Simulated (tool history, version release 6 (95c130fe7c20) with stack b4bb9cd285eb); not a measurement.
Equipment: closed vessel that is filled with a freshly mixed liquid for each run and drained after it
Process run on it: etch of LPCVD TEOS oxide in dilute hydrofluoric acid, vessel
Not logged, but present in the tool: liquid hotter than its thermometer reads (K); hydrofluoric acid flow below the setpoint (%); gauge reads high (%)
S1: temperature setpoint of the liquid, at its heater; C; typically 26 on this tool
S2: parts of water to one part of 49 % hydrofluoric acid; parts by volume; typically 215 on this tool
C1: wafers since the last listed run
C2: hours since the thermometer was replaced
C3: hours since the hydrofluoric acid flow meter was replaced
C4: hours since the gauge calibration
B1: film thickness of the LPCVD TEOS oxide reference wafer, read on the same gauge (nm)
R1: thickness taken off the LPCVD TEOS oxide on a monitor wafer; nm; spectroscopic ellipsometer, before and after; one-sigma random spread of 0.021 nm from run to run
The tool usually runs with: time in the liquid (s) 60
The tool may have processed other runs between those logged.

{"run": 1, "day": 0.0, "S1": 26, "S2": 215, "time in the liquid (s)": 60, "C1": 0, "C2": 165.5, "C3": 624.3, "C4": 696.6, "B1": 103.02, "R1": 5.83}
{"run": 2, "day": 1.412, "S1": 29.5, "S2": 135, "time in the liquid (s)": 60, "C1": 3375, "C2": 199.4, "C3": 658.2, "C4": 730.5, "B1": 103.15, "R1": 11.61}
{"run": 3, "day": 2.917, "S1": 26, "S2": 245, "time in the liquid (s)": 60, "C1": 3595, "C2": 235.5, "C3": 694.3, "C4": 766.6, "B1": 103.19, "R1": 4.95}
{"run": 4, "day": 5.233, "S1": 26, "S2": 245, "time in the liquid (s)": 60, "C1": 5536, "C2": 291.1, "C3": 749.9, "C4": 822.2, "B1": 103.3, "R1": 4.95}
{"run": 5, "day": 8.108, "S1": 26, "S2": 215, "time in the liquid (s)": 40, "C1": 6871, "C2": 360.1, "C3": 818.9, "C4": 891.2, "B1": 103.41, "R1": 3.89}
{"run": 6, "day": 10.242, "S1": 26, "S2": 215, "time in the liquid (s)": 40, "C1": 5098, "C2": 411.3, "C3": 870.1, "C4": 942.4, "B1": 103.44, "R1": 3.89}
{"run": 7, "day": 11.871, "S1": 26, "S2": 215, "time in the liquid (s)": 40, "C1": 3893, "C2": 450.4, "C3": 909.2, "C4": 981.5, "B1": 103.53, "R1": 3.88}
{"day": 13.433, "done": "hydrofluoric acid flow meter replaced"}
{"run": 8, "day": 15.667, "S1": 26, "S2": 215, "time in the liquid (s)": 60, "C1": 8972, "C2": 541.5, "C3": 53.6, "C4": 1072.6, "B1": 103.67, "R1": 5.88}
{"run": 9, "day": 17.833, "S1": 22.5, "S2": 215, "time in the liquid (s)": 60, "C1": 5178, "C2": 593.5, "C3": 105.6, "C4": 1124.6, "B1": 103.71, "R1": 5.14}
{"run": 10, "day": 20.521, "S1": 22.5, "S2": 215, "time in the liquid (s)": 60, "C1": 6423, "C2": 658, "C3": 170.1, "C4": 1189.1, "B1": 103.79, "R1": 5.16}
{"run": 11, "day": 22.592, "S1": 22.5, "S2": 215, "time in the liquid (s)": 60, "C1": 4949, "C2": 707.7, "C3": 219.8, "C4": 1238.8, "B1": 103.88, "R1": 5.16}
{"run": 12, "day": 24.979, "S1": 26, "S2": 215, "time in the liquid (s)": 60, "C1": 5706, "C2": 765, "C3": 277.1, "C4": 1296.1, "B1": 103.86, "R1": 5.89}
{"run": 13, "day": 29.808, "S1": 26, "S2": 215, "time in the liquid (s)": 60, "C1": 11541, "C2": 880.9, "C3": 393, "C4": 1412, "B1": 104.05, "R1": 5.85}
{"run": 14, "day": 31.062, "S1": 26, "S2": 215, "time in the liquid (s)": 60, "C1": 2997, "C2": 911, "C3": 423.1, "C4": 1442.1, "B1": 103.99, "R1": 5.86}
{"run": 15, "day": 33.517, "S1": 28, "S2": 215, "time in the liquid (s)": 40, "C1": 5865, "C2": 969.9, "C3": 482, "C4": 1501, "B1": 104.07, "R1": 4.21}
{"run": 16, "day": 41.542, "S1": 28, "S2": 215, "time in the liquid (s)": 40, "C1": 19180, "C2": 1162.5, "C3": 674.6, "C4": 1693.6, "B1": 104.21, "R1": 4.19}
{"run": 17, "day": 44.2, "S1": 23, "S2": 215, "time in the liquid (s)": 75, "C1": 6353, "C2": 1226.3, "C3": 738.4, "C4": 1757.4, "B1": 104.15, "R1": 6.61}
{"day": 46.125, "done": "gauge calibrated"}
{"run": 18, "day": 46.171, "S1": 26, "S2": 215, "time in the liquid (s)": 60, "C1": 4710, "C2": 1273.6, "C3": 785.7, "C4": 1.1, "B1": 100.34, "R1": 5.67}
{"run": 19, "day": 47.354, "S1": 22, "S2": 130, "time in the liquid (s)": 30, "C1": 2828, "C2": 1302, "C3": 814.1, "C4": 29.5, "B1": 100.51, "R1": 4.44}
{"run": 20, "day": 50.162, "S1": 30.5, "S2": 215, "time in the liquid (s)": 75, "C1": 6712, "C2": 1369.4, "C3": 881.5, "C4": 96.9, "B1": 100.92, "R1": 8.34}
{"day": 51.671, "done": "hydrofluoric acid flow meter replaced"}
{"run": 21, "day": 51.796, "S1": 26, "S2": 215, "time in the liquid (s)": 60, "C1": 3804, "C2": 1408.6, "C3": 3, "C4": 136.1, "B1": 101.15, "R1": 5.71}
{"run": 22, "day": 52.992, "S1": 29, "S2": 130, "time in the liquid (s)": 70, "C1": 2858, "C2": 1437.3, "C3": 31.7, "C4": 164.8, "B1": 101.34, "R1": 13.67}
{"run": 23, "day": 55.775, "S1": 26, "S2": 215, "time in the liquid (s)": 50, "C1": 6652, "C2": 1504.1, "C3": 98.5, "C4": 231.6, "B1": 101.62, "R1": 4.81}
{"run": 24, "day": 58.296, "S1": 29.5, "S2": 215, "time in the liquid (s)": 45, "C1": 6024, "C2": 1564.6, "C3": 159, "C4": 292.1, "B1": 101.93, "R1": 4.89}
{"run": 25, "day": 59.8, "S1": 30.5, "S2": 215, "time in the liquid (s)": 75, "C1": 3595, "C2": 1600.7, "C3": 195.1, "C4": 328.2, "B1": 102.06, "R1": 8.41}
{"day": 61.262, "done": "thermometer replaced"}
{"run": 26, "day": 61.462, "S1": 24, "S2": 110, "time in the liquid (s)": 70, "C1": 3873, "C2": 4.8, "C3": 235, "C4": 368.1, "B1": 102.27, "R1": 13.84}
{"run": 27, "day": 63.296, "S1": 26, "S2": 295, "time in the liquid (s)": 80, "C1": 4381, "C2": 48.8, "C3": 279, "C4": 412.1, "B1": 102.41, "R1": 5.16}
{"run": 28, "day": 65.121, "S1": 26, "S2": 215, "time in the liquid (s)": 60, "C1": 4361, "C2": 92.6, "C3": 322.8, "C4": 455.9, "B1": 102.57, "R1": 5.74}
{"run": 29, "day": 67.875, "S1": 22.5, "S2": 150, "time in the liquid (s)": 85, "C1": 6582, "C2": 158.7, "C3": 388.9, "C4": 522, "B1": 102.79, "R1": 11.2}
{"run": 30, "day": 69.346, "S1": 26, "S2": 215, "time in the liquid (s)": 60, "C1": 3515, "C2": 194, "C3": 424.2, "C4": 557.3, "B1": 102.8, "R1": 5.83}
{"run": 31, "day": 72.1, "S1": 26, "S2": 120, "time in the liquid (s)": 60, "C1": 6582, "C2": 260.1, "C3": 490.3, "C4": 623.4, "B1": 103.02, "R1": 11.64}
{"run": 32, "day": 77.517, "S1": 23, "S2": 315, "time in the liquid (s)": 60, "C1": 12946, "C2": 390.1, "C3": 620.3, "C4": 753.4, "B1": 103.33, "R1": 3.24}

5 options for the next run, each taken on its own from the tool as it stands now. Forecast them:
{"run": "A", "day": 77.546, "S1": 26, "S2": 215, "time in the liquid (s)": 60, "C1": 69, "C2": 390.8, "C3": 621, "C4": 754.1, "B1": "?", "R1": "?"}
{"run": "B", "day": 77.546, "S1": 26, "S2": 260, "time in the liquid (s)": 80, "C1": 69, "C2": 390.8, "C3": 621, "C4": 754.1, "B1": "?", "R1": "?"}
{"run": "C", "day": 77.546, "S1": 26, "S2": 215, "time in the liquid (s)": 85, "C1": 69, "C2": 390.8, "C3": 621, "C4": 754.1, "B1": "?", "R1": "?"}
{"run": "D", "day": 77.546, "S1": 27.5, "S2": 150, "time in the liquid (s)": 50, "C1": 69, "C2": 390.8, "C3": 621, "C4": 754.1, "B1": "?", "R1": "?"}
{"run": "E", "day": 77.546, "S1": 26, "S2": 215, "time in the liquid (s)": 90, "C1": 69, "C2": 390.8, "C3": 621, "C4": 754.1, "B1": "?", "R1": "?"}

run=A B1=103.31 R1=5.83
run=B B1=103.31 R1=6.12
run=C B1=103.31 R1=8.25
run=D B1=103.31 R1=7.93
run=E B1=103.31 R1=8.74
Had the tool no hidden state, the same runs would have come out as:
run=A R1=5.64
run=B R1=5.92
run=C R1=7.99
run=D R1=7.67
run=E R1=8.46
